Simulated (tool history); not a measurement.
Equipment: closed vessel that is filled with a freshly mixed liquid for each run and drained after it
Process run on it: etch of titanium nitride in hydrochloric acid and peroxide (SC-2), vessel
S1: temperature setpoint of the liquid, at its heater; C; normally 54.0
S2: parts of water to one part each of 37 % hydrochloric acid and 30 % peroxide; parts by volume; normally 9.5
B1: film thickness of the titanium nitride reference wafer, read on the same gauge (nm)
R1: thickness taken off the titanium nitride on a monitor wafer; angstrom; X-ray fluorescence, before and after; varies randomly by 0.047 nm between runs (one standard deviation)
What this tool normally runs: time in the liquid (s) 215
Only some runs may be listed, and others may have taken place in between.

run 1 day=0.000 | S1=54.0 S2=9.5 time_in_the_liquid_(s)=215 | B1=149.99 | R1=73.4
run 2 day=1.025 | S1=54.0 S2=9.5 time_in_the_liquid_(s)=215 | B1=149.99 | R1=74.7
-- day=1.708 new drum of peroxide connected
run 3 day=1.942 | S1=54.0 S2=9.5 time_in_the_liquid_(s)=215 | B1=149.98 | R1=74.7
run 4 day=2.462 | S1=57.5 S2=9.5 time_in_the_liquid_(s)=215 | B1=150.03 | R1=91.4
run 5 day=3.104 | S1=54.0 S2=9.5 time_in_the_liquid_(s)=115 | B1=149.97 | R1=39.2
run 6 day=4.079 | S1=57.0 S2=9.5 time_in_the_liquid_(s)=140 | B1=150.02 | R1=57.9
run 7 day=4.833 | S1=54.0 S2=14.0 time_in_the_liquid_(s)=215 | B1=150.01 | R1=53.6
run 8 day=5.483 | S1=54.0 S2=9.5 time_in_the_liquid_(s)=215 | B1=149.98 | R1=74.4
run 9 day=6.904 | S1=54.0 S2=8.0 time_in_the_liquid_(s)=115 | B1=149.98 | R1=45.2
-- day=7.529 thermometer replaced
run 10 day=8.133 | S1=54.0 S2=9.5 time_in_the_liquid_(s)=215 | B1=149.95 | R1=82.1
run 11 day=9.546 | S1=51.5 S2=12.5 time_in_the_liquid_(s)=310 | B1=149.96 | R1=81.0
run 12 day=10.212 | S1=54.0 S2=9.5 time_in_the_liquid_(s)=215 | B1=150.06 | R1=82.2
-- day=10.725 chemicals flow meter replaced
run 13 day=10.833 | S1=49.0 S2=11.0 time_in_the_liquid_(s)=310 | B1=149.97 | R1=76.4
run 14 day=11.492 | S1=45.5 S2=9.5 time_in_the_liquid_(s)=215 | B1=149.95 | R1=47.9
-- day=12.754 gauge calibrated
run 15 day=12.954 | S1=63.0 S2=7.0 time_in_the_liquid_(s)=215 | B1=150.02 | R1=184.0
run 16 day=13.667 | S1=47.0 S2=11.5 time_in_the_liquid_(s)=115 | B1=149.96 | R1=24.0
run 17 day=14.238 | S1=54.0 S2=9.5 time_in_the_liquid_(s)=215 | B1=149.98 | R1=82.6
-- day=14.588 thermometer replaced, repeated, since the last time left the tool worse
run 18 day=15.412 | S1=54.0 S2=9.5 time_in_the_liquid_(s)=310 | B1=150.04 | R1=98.5
run 19 day=16.188 | S1=51.0 S2=9.5 time_in_the_liquid_(s)=215 | B1=150.01 | R1=55.3
run 20 day=16.762 | S1=57.5 S2=12.0 time_in_the_liquid_(s)=175 | B1=150.01 | R1=56.3
run 21 day=17.904 | S1=54.0 S2=9.5 time_in_the_liquid_(s)=215 | B1=149.95 | R1=66.9
run 22 day=19.392 | S1=50.5 S2=9.5 time_in_the_liquid_(s)=215 | B1=150.01 | R1=53.9
run 23 day=20.454 | S1=46.5 S2=11.5 time_in_the_liquid_(s)=300 | B1=150.00 | R1=49.3
run 24 day=21.250 | S1=54.0 S2=9.5 time_in_the_liquid_(s)=215 | B1=150.01 | R1=67.9
run 25 day=25.725 | S1=58.0 S2=4.5 time_in_the_liquid_(s)=215 | B1=150.03 | R1=157.1
run 26 day=26.950 | S1=50.0 S2=6.0 time_in_the_liquid_(s)=215 | B1=150.00 | R1=76.6
run 27 day=28.388 | S1=60.0 S2=12.0 time_in_the_liquid_(s)=315 | B1=150.01 | R1=119.9
run 28 day=29.762 | S1=54.0 S2=9.5 time_in_the_liquid_(s)=215 | B1=150.02 | R1=68.6

Give the tool's hidden conditions for every run:
chemicals flow below the setpoint (%): 0 in every run
peroxide weaker than its label (%): 0 in every run
gauge reads high (%): 0 in every run
H1: liquid hotter than its thermometer reads (K)
run=1 H1=1.49
run=2 H1=1.51
run=3 H1=1.53
run=4 H1=1.55
run=5 H1=1.56
run=6 H1=1.59
run=7 H1=1.6
run=8 H1=1.62
run=9 H1=1.65
run=10 H1=3.1
run=11 H1=3.13
run=12 H1=3.15
run=13 H1=3.16
run=14 H1=3.18
run=15 H1=3.21
run=16 H1=3.23
run=17 H1=3.24
run=18 H1=0.0394
run=19 H1=0.0582
run=20 H1=0.0721
run=21 H1=0.0998
run=22 H1=0.136
run=23 H1=0.162
run=24 H1=0.181
run=25 H1=0.29
run=26 H1=0.319
run=27 H1=0.354
run=28 H1=0.388
